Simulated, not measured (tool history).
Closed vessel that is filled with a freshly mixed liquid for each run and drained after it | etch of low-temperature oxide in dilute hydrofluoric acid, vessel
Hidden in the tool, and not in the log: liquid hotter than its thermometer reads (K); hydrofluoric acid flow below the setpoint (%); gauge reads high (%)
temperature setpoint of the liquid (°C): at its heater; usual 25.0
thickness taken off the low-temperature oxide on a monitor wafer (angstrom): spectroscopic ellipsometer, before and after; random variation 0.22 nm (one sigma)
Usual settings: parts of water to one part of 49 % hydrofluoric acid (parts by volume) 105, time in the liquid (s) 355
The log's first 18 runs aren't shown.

run     day  temperature setpoint of the liquid (°C)  parts of water to one part of 49 % hydrofluoric acid (parts by volume)  time in the liquid (s)  wafers since the last listed run  hours since the thermometer was replaced  hours since the hydrofluoric acid flow meter was replaced  hours since the gauge calibration  read-back film thickness of the low-temperature oxide reference wafer, read on the same gauge (nm)  thickness taken off the low-temperature oxide on a monitor wafer (angstrom)
 19  38.812                                     25.0                                                                     105                     220                              2432                                    2140.4                                                      142.2                              353.1                                                                                               39.98                                                                        370.1
 20  40.046                                     29.0                                                                     125                     185                              2384                                    2170.0                                                      171.8                              382.7                                                                                               40.01                                                                        297.3
     41.242  -- thermometer replaced
 21  42.808                                     25.0                                                                     105                     355                              5259                                      37.6                                                      238.1                              449.0                                                                                               39.97                                                                        572.9
 22  45.471                                     29.0                                                                     140                     505                              5147                                     101.5                                                      302.0                              512.9                                                                                               40.03                                                                        681.8
 23  46.658                                     22.0                                                                     105                     355                              2295                                     130.0                                                      330.5                              541.4                                                                                               40.00                                                                        510.4
 24  48.771                                     22.5                                                                     105                     515                              4083                                     180.7                                                      381.2                              592.1                                                                                               39.99                                                                        760.2
 25  51.608                                     25.0                                                                     105                     355                              5485                                     248.8                                                      449.3                              660.2                                                                                               39.99                                                                        580.5
 26  53.012                                     22.5                                                                     105                     150                              2714                                     282.5                                                      483.0                              693.9                                                                                               39.95                                                                        219.3
 27  54.217                                     22.0                                                                      75                     525                              2327                                     311.4                                                      511.9                              722.8                                                                                               39.98                                                                       1097.4
 28  55.475                                     20.5                                                                      75                     355                              2432                                     341.6                                                      542.1                              753.0                                                                                               39.98                                                                        697.0
 29  57.383                                     25.0                                                                      85                     450                              3689                                     387.4                                                      587.9                              798.8                                                                                               39.98                                                                        930.1
 30  59.612                                     25.0                                                                     105                     355                              4309                                     440.9                                                      641.4                              852.3                                                                                               39.97                                                                        577.2
 31  62.125                                     22.0                                                                     140                     550                              4857                                     501.2                                                      701.7                              912.6                                                                                               40.05                                                                        575.8

3 ways to go on from here, each from the tool as it stands after run 31. What would each give?
  A  62.154                                     25.0                                                                     105                     565                                56                                     501.9                                                      702.4                              913.3                                                                                                   ?                                                                            ?
  B  62.154                                     22.0                                                                     145                     425                                56                                     501.9                                                      702.4                              913.3                                                                                                   ?                                                                            ?
  C  62.154                                     21.5                                                                     105                     355                                56                                     501.9                                                      702.4                              913.3                                                                                                   ?                                                                            ?

run  read-back film thickness of the low-temperature oxide reference wafer, read on the same gauge (nm)  thickness taken off the low-temperature oxide on a monitor wafer (angstrom)
  A                                                                                               39.94                                                                        920.1
  B                                                                                               39.94                                                                        425.3
  C                                                                                               39.94                                                                        503.3
Without the tool's hidden state the same runs would have given:
run  thickness taken off the low-temperature oxide on a monitor wafer (angstrom)
  A                                                                        903.0
  B                                                                        417.4
  C                                                                        493.7

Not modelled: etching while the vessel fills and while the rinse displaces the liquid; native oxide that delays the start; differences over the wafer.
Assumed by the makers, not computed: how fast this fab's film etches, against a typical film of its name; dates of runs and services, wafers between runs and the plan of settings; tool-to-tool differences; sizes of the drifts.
